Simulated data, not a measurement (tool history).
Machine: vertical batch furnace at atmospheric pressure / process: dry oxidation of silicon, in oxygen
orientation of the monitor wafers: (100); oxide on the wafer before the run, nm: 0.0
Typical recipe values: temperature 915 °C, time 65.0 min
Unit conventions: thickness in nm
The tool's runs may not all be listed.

| run | hour | temperature | time | read-back reference wafer on the same gauge, thickness | thickness |
|---|---|---|---|---|---|
| 1 | 0.0 | 915 | 65.0 | 23.90 | 22.80 |
| 2 | 18.3 | 915 | 65.0 | 23.90 | 22.84 |
| 3 | 26.9 | 934 | 65.0 | 23.90 | 27.33 |
| 4 | 41.8 | 934 | 65.0 | 23.90 | 27.36 |
| 5 | 58.1 | 934 | 65.0 | 23.89 | 27.29 |
| 6 | 71.7 | 922 | 76.0 | 23.90 | 27.02 |
| 7 | 90.5 | 915 | 65.0 | 23.90 | 22.79 |
| 8 | 110.4 | 915 | 65.0 | 23.89 | 22.79 |
| 9 | 125.2 | 915 | 65.0 | 23.90 | 22.78 |
| 10 | 139.3 | 915 | 65.0 | 23.90 | 22.74 |
| 11 | 162.5 | 922 | 43.5 | 23.90 | 18.68 |
| 12 | 180.3 | 915 | 65.0 | 23.90 | 22.82 |
| 13 | 191.8 | 915 | 65.0 | 23.91 | 22.74 |
|  | 201.4 | gauge calibrated |
| 14 | 203.3 | 915 | 65.0 | 23.90 | 22.84 |
| 15 | 213.0 | 915 | 65.0 | 23.89 | 22.74 |
| 16 | 228.7 | 915 | 65.0 | 23.89 | 22.77 |
| 17 | 250.4 | 938 | 85.0 | 23.89 | 34.19 |
| 18 | 263.9 | 922 | 65.0 | 23.90 | 24.34 |
| 19 | 278.3 | 895 | 65.0 | 23.90 | 18.55 |
| 20 | 293.2 | 924 | 81.5 | 23.90 | 28.89 |
| 21 | 309.9 | 915 | 65.0 | 23.90 | 22.73 |
| 22 | 322.9 | 891 | 95.5 | 23.90 | 23.08 |
| 23 | 338.1 | 935 | 75.0 | 23.90 | 30.45 |
| 24 | 347.8 | 907 | 65.0 | 23.90 | 20.95 |
|  | 376.2 | thermocouples replaced and temperature profile calibrated |
| 25 | 376.7 | 905 | 96.5 | 23.90 | 26.75 |
| 26 | 382.5 | 915 | 65.0 | 23.89 | 22.75 |
|  | 411.3 | boat lift adjusted |
| 27 | 411.8 | 900 | 94.5 | 23.90 | 26.00 |
| 28 | 417.5 | 932 | 65.0 | 23.89 | 27.75 |
| 29 | 425.3 | 932 | 33.0 | 23.90 | 17.66 |
| 30 | 437.9 | 902 | 43.5 | 23.91 | 15.81 |
| 31 | 449.2 | 915 | 80.5 | 23.91 | 27.18 |
| 32 | 462.3 | 915 | 65.0 | 23.89 | 23.50 |
| 33 | 478.2 | 915 | 65.0 | 23.90 | 23.48 |
| 34 | 502.2 | 924 | 55.5 | 23.90 | 23.04 |
| 35 | 523.4 | 932 | 82.0 | 23.89 | 32.42 |
| 36 | 542.2 | 915 | 65.0 | 23.91 | 23.40 |
| 37 | 560.7 | 938 | 65.0 | 23.91 | 29.29 |
| 38 | 573.1 | 915 | 65.0 | 23.90 | 23.39 |

Below, some changes in thickness between adjacent runs. For each, the amount present without the hidden state too (settings, incoming material, random variation) and the amount remaining for the hidden state with gauge scatter not shared by both compared results:
Hidden conditions of the tool in this case: true tube temperature minus thermocouple reading, K; monitor wafer colder than the profiled boat position, K; gauge reads high (%).
Run 16 -> 17: temperature 915 -> 938, time 65.0 -> 85.0. thickness +11.42 nm: hidden state -0.55, all else +11.97.
Run 17 -> 18: temperature 938 -> 922, time 85.0 -> 65.0. thickness -9.85 nm: hidden state +0.52, all else -10.37.
Run 19 -> 20: temperature 895 -> 924, time 65.0 -> 81.5. thickness +10.34 nm: hidden state -0.38, all else +10.72.
Run 26 -> 27: temperature 915 -> 900, time 65.0 -> 94.5, boat lift adjusted. thickness +3.25 nm: hidden state +0.80, all else +2.45.
Run 30 -> 31: temperature 902 -> 915, time 43.5 -> 80.5. thickness +11.37 nm: hidden state -0.09, all else +11.46.
